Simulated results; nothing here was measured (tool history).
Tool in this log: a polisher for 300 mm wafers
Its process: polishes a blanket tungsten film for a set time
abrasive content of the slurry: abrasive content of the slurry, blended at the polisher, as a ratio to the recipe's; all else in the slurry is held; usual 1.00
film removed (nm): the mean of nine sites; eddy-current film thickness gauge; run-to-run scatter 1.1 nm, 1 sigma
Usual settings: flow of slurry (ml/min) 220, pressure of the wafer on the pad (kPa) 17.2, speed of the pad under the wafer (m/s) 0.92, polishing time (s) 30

run	day	flow of slurry (ml/min)	pressure of the wafer on the pad (kPa)	speed of the pad under the wafer (m/s)	abrasive content of the slurry	polishing time (s)	incoming thickness of the incoming film, nm	film removed (nm)
1	0.000	220	12.4	0.92	1.00	30	1289.9	52.5
# day 0.575: head pressure recalibrated
2	2.288	220	17.2	0.92	1.00	30	1300.3	85.6
# day 3.754: slurry blender recalibrated
# day 4.692: slurry tank refilled with fresh slurry and peroxide
3	5.871	220	17.2	0.92	1.00	30	1303.6	80.1
4	9.479	220	17.2	0.92	1.00	30	1292.9	80.8
5	13.529	220	17.2	0.92	1.00	30	1296.7	79.4
6	15.767	235	17.2	0.92	1.00	30	1294.5	79.5
# day 16.746: slurry nozzle cleaned
# day 18.096: worn pad replaced by a new one
7	18.596	180	17.2	1.20	1.00	30	1310.4	92.5
8	20.250	295	17.2	0.74	1.10	30	1308.9	71.1
9	23.092	220	17.2	0.92	1.00	30	1287.0	77.9
10	25.896	235	17.2	0.92	1.00	30	1310.6	79.4
11	27.479	220	17.2	0.92	1.00	30	1289.9	75.9
12	29.450	220	17.2	0.78	1.00	30	1303.4	69.1
13	33.558	220	22.1	0.92	1.00	30	1290.8	98.6
# day 35.221: slurry tank refilled with fresh slurry and peroxide
14	35.679	160	20.7	0.68	1.00	30	1311.1	70.8
# day 35.858: slurry blender recalibrated
15	38.288	145	13.8	1.22	1.00	39	1299.3	89.9
16	42.129	220	17.2	0.92	0.90	30	1305.1	74.0
# day 45.533: worn pad replaced by a new one
17	45.575	195	17.2	1.06	0.90	30	1314.3	81.2
18	49.229	220	17.2	0.92	1.20	30	1312.2	80.4
# day 49.975: slurry nozzle cleaned
# day 51.546: head pressure recalibrated
19	53.642	220	17.2	0.92	1.00	30	1306.3	84.0
20	57.554	220	13.8	0.92	1.00	38	1305.5	82.8
21	60.354	220	20.7	0.92	1.00	30	1283.5	96.4
# day 63.512: slurry blender recalibrated
# day 64.358: slurry tank refilled with fresh slurry and peroxide
22	68.129	220	23.4	0.92	1.20	30	1293.0	110.9
23	71.908	220	17.2	1.04	1.00	22	1295.5	62.1
# day 73.467: worn pad replaced by a new one
24	84.271	160	17.2	1.14	0.85	22	1283.9	59.7
# day 86.675: slurry nozzle cleaned
25	86.854	220	17.2	0.92	1.00	30	1293.7	76.5
26	88.567	220	17.2	0.92	1.00	39	1297.4	99.6
# day 90.208: slurry blender recalibrated
27	90.467	145	17.2	1.00	1.00	34	1306.9	85.8

Below, some changes in film removed (nm) between adjacent runs. For each, the amount present without the hidden state too (settings, incoming material, random variation) and the amount remaining for the hidden state with gauge scatter not shared by both compared results:
The tool's hidden condition here consists of: removal rate lost through wear of the pad, %; slurry flow missing at the pad, %; deviation of the head's pressure from its setpoint, %; abrasive missing from the slurry, %; peroxide lost from the slurry, %.
Run 1 -> 2: pressure of the wafer on the pad (kPa) 12.4 -> 17.2, head pressure recalibrated. film removed (nm) +33.1: hidden state +6.9, all else +26.2.
Run 18 -> 19: abrasive content of the slurry 1.20 -> 1.00, slurry nozzle cleaned, head pressure recalibrated. film removed (nm) +3.6: hidden state +8.0, all else -4.4.
Run 22 -> 23: pressure of the wafer on the pad (kPa) 23.4 -> 17.2, speed of the pad under the wafer (m/s) 0.92 -> 1.04, abrasive content of the slurry 1.20 -> 1.00, polishing time (s) 30 -> 22. film removed (nm) -48.8: hidden state +3.0, all else -51.8.
